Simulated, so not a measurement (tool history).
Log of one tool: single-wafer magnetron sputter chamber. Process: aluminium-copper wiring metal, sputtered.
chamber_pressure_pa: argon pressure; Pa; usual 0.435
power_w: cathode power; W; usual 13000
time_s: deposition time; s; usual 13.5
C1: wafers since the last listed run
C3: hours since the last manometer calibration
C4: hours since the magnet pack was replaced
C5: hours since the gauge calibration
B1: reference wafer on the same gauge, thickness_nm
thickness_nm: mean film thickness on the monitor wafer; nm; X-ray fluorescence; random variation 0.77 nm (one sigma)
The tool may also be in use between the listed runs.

run 1 hour=0.0 | chamber_pressure_pa=0.435 power_w=11150 time_s=14.3 | C1=0 wafers_on_the_sputter_target=2594 C3=1627.8 C4=8350.5 C5=2927.6 | B1=349.944 | thickness_nm=291.123
run 2 hour=60.3 | chamber_pressure_pa=0.435 power_w=13000 time_s=13.5 | C1=1006 wafers_on_the_sputter_target=3600 C3=1688.1 C4=8410.8 C5=2987.9 | B1=350.072 | thickness_nm=303.809
run 3 hour=119.9 | chamber_pressure_pa=0.435 power_w=13000 time_s=13.5 | C1=994 wafers_on_the_sputter_target=4595 C3=1747.7 C4=8470.4 C5=3047.5 | B1=350.032 | thickness_nm=302.627
run 4 hour=207.8 | chamber_pressure_pa=0.435 power_w=13000 time_s=13.5 | C1=1467 wafers_on_the_sputter_target=6063 C3=1835.6 C4=8558.3 C5=3135.4 | B1=349.952 | thickness_nm=302.814
run 5 hour=283.5 | chamber_pressure_pa=0.435 power_w=13000 time_s=13.5 | C1=1263 wafers_on_the_sputter_target=7327 C3=1911.3 C4=8634.0 C5=3211.1 | B1=350.009 | thickness_nm=301.145
run 6 hour=344.1 | chamber_pressure_pa=0.435 power_w=13000 time_s=13.5 | C1=1011 wafers_on_the_sputter_target=8338 C3=1971.9 C4=8694.6 C5=3271.7 | B1=349.943 | thickness_nm=301.474
run 7 hour=440.3 | chamber_pressure_pa=0.435 power_w=13000 time_s=13.5 | C1=1605 wafers_on_the_sputter_target=9944 C3=2068.1 C4=8790.8 C5=3367.9 | B1=349.869 | thickness_nm=300.368
-- hour=479.9 sputter target and shields replaced
run 8 hour=514.1 | chamber_pressure_pa=0.435 power_w=13000 time_s=13.5 | C1=1098 wafers_on_the_sputter_target=570 C3=2141.9 C4=8864.6 C5=3441.7 | B1=350.129 | thickness_nm=304.889
run 9 hour=588.4 | chamber_pressure_pa=0.435 power_w=13000 time_s=13.5 | C1=1240 wafers_on_the_sputter_target=1810 C3=2216.2 C4=8938.9 C5=3516.0 | B1=350.093 | thickness_nm=305.240
run 10 hour=635.3 | chamber_pressure_pa=0.435 power_w=13000 time_s=13.5 | C1=782 wafers_on_the_sputter_target=2593 C3=2263.1 C4=8985.8 C5=3562.9 | B1=349.934 | thickness_nm=303.729
-- hour=687.6 capacitance manometer re-zeroed and calibrated
run 11 hour=734.7 | chamber_pressure_pa=0.517 power_w=13850 time_s=13.5 | C1=1525 wafers_on_the_sputter_target=4119 C3=47.1 C4=9085.2 C5=3662.3 | B1=349.868 | thickness_nm=304.957
run 12 hour=827.3 | chamber_pressure_pa=0.517 power_w=13850 time_s=13.5 | C1=1545 wafers_on_the_sputter_target=5665 C3=139.7 C4=9177.8 C5=3754.9 | B1=350.035 | thickness_nm=304.836
run 13 hour=920.6 | chamber_pressure_pa=0.517 power_w=13850 time_s=13.5 | C1=1557 wafers_on_the_sputter_target=7223 C3=233.0 C4=9271.1 C5=3848.2 | B1=349.879 | thickness_nm=305.589
run 14 hour=995.3 | chamber_pressure_pa=0.435 power_w=13000 time_s=13.5 | C1=1247 wafers_on_the_sputter_target=8470 C3=307.7 C4=9345.8 C5=3922.9 | B1=349.972 | thickness_nm=302.123
-- hour=1003.9 gauge calibrated
-- hour=1114.3 sputter target and shields replaced
-- hour=1233.4 magnet pack replaced, of another model than before
run 15 hour=1265.0 | chamber_pressure_pa=0.435 power_w=13000 time_s=12.9 | C1=4235 wafers_on_the_sputter_target=2381 C3=577.4 C4=31.6 C5=261.1 | B1=350.124 | thickness_nm=289.930
run 16 hour=1365.4 | chamber_pressure_pa=0.537 power_w=10950 time_s=10.8 | C1=1676 wafers_on_the_sputter_target=4057 C3=677.8 C4=132.0 C5=361.5 | B1=350.038 | thickness_nm=213.871
run 17 hour=1455.7 | chamber_pressure_pa=0.435 power_w=13000 time_s=13.5 | C1=1507 wafers_on_the_sputter_target=5565 C3=768.1 C4=222.3 C5=451.8 | B1=350.128 | thickness_nm=302.659
run 18 hour=1533.6 | chamber_pressure_pa=0.529 power_w=13000 time_s=13.5 | C1=1300 wafers_on_the_sputter_target=6865 C3=846.0 C4=300.2 C5=529.7 | B1=350.237 | thickness_nm=295.584
run 19 hour=1570.0 | chamber_pressure_pa=0.305 power_w=13000 time_s=13.5 | C1=607 wafers_on_the_sputter_target=7473 C3=882.4 C4=336.6 C5=566.1 | B1=350.035 | thickness_nm=311.267
run 20 hour=1606.8 | chamber_pressure_pa=0.435 power_w=10600 time_s=13.5 | C1=614 wafers_on_the_sputter_target=8087 C3=919.2 C4=373.4 C5=602.9 | B1=350.142 | thickness_nm=263.906
run 21 hour=1672.8 | chamber_pressure_pa=0.435 power_w=9900 time_s=15.1 | C1=1101 wafers_on_the_sputter_target=9189 C3=985.2 C4=439.4 C5=668.9 | B1=350.166 | thickness_nm=284.988
-- hour=1771.2 sputter target and shields replaced
run 22 hour=1778.8 | chamber_pressure_pa=0.567 power_w=10250 time_s=15.3 | C1=1636 wafers_on_the_sputter_target=126 C3=1091.2 C4=545.4 C5=774.9 | B1=349.976 | thickness_nm=288.813
run 23 hour=1856.9 | chamber_pressure_pa=0.526 power_w=13000 time_s=13.5 | C1=1303 wafers_on_the_sputter_target=1430 C3=1169.3 C4=623.5 C5=853.0 | B1=350.192 | thickness_nm=297.304
run 24 hour=1954.8 | chamber_pressure_pa=0.494 power_w=11500 time_s=15.7 | C1=1634 wafers_on_the_sputter_target=3064 C3=1267.2 C4=721.4 C5=950.9 | B1=349.995 | thickness_nm=321.862
run 25 hour=2000.0 | chamber_pressure_pa=0.379 power_w=13000 time_s=11.0 | C1=754 wafers_on_the_sputter_target=3819 C3=1312.4 C4=766.6 C5=996.1 | B1=350.016 | thickness_nm=250.499
run 26 hour=2088.7 | chamber_pressure_pa=0.291 power_w=13000 time_s=13.5 | C1=1480 wafers_on_the_sputter_target=5300 C3=1401.1 C4=855.3 C5=1084.8 | B1=350.239 | thickness_nm=311.472
run 27 hour=2178.0 | chamber_pressure_pa=0.435 power_w=13000 time_s=15.3 | C1=1490 wafers_on_the_sputter_target=6791 C3=1490.4 C4=944.6 C5=1174.1 | B1=350.112 | thickness_nm=342.118
run 28 hour=2243.6 | chamber_pressure_pa=0.435 power_w=14700 time_s=14.4 | C1=1095 wafers_on_the_sputter_target=7886 C3=1556.0 C4=1010.2 C5=1239.7 | B1=349.930 | thickness_nm=347.792
run 29 hour=2322.4 | chamber_pressure_pa=0.435 power_w=13000 time_s=13.5 | C1=1315 wafers_on_the_sputter_target=9201 C3=1634.8 C4=1089.0 C5=1318.5 | B1=350.016 | thickness_nm=301.329
-- hour=2334.6 sputter target and shields replaced
run 30 hour=2403.3 | chamber_pressure_pa=0.569 power_w=11800 time_s=13.5 | C1=1217 wafers_on_the_sputter_target=1147 C3=1715.7 C4=1169.9 C5=1399.4 | B1=350.033 | thickness_nm=278.684
run 31 hour=2480.0 | chamber_pressure_pa=0.482 power_w=13000 time_s=12.8 | C1=1280 wafers_on_the_sputter_target=2428 C3=1792.4 C4=1246.6 C5=1476.1 | B1=349.986 | thickness_nm=286.109
run 32 hour=2583.3 | chamber_pressure_pa=0.435 power_w=16000 time_s=13.5 | C1=1724 wafers_on_the_sputter_target=4152 C3=1895.7 C4=1349.9 C5=1579.4 | B1=349.922 | thickness_nm=348.673
run 33 hour=2639.6 | chamber_pressure_pa=0.556 power_w=12100 time_s=13.5 | C1=939 wafers_on_the_sputter_target=5092 C3=1952.0 C4=1406.2 C5=1635.7 | B1=350.067 | thickness_nm=281.392

Forecast each of these 5 alternatives for the next run:
run A hour=2640.0 | chamber_pressure_pa=0.435 power_w=11100 time_s=13.5 | C1=6 wafers_on_the_sputter_target=5099 C3=1952.4 C4=1406.6 C5=1636.1 | B1=? | thickness_nm=?
run B hour=2640.0 | chamber_pressure_pa=0.435 power_w=14900 time_s=12.1 | C1=6 wafers_on_the_sputter_target=5099 C3=1952.4 C4=1406.6 C5=1636.1 | B1=? | thickness_nm=?
run C hour=2640.0 | chamber_pressure_pa=0.435 power_w=10450 time_s=14.2 | C1=6 wafers_on_the_sputter_target=5099 C3=1952.4 C4=1406.6 C5=1636.1 | B1=? | thickness_nm=?
run D hour=2640.0 | chamber_pressure_pa=0.545 power_w=11700 time_s=13.5 | C1=6 wafers_on_the_sputter_target=5099 C3=1952.4 C4=1406.6 C5=1636.1 | B1=? | thickness_nm=?
run E hour=2640.0 | chamber_pressure_pa=0.270 power_w=13000 time_s=13.5 | C1=6 wafers_on_the_sputter_target=5099 C3=1952.4 C4=1406.6 C5=1636.1 | B1=? | thickness_nm=?

run=A B1=350.044 thickness_nm=274.229
run=B B1=350.044 thickness_nm=297.634
run=C B1=350.044 thickness_nm=278.041
run=D B1=350.044 thickness_nm=276.619
run=E B1=350.044 thickness_nm=314.437
Without the tool's hidden state the same runs would have given:
run=A thickness_nm=275.114
run=B thickness_nm=298.595
run=C thickness_nm=278.938
run=D thickness_nm=277.511
run=E thickness_nm=315.452
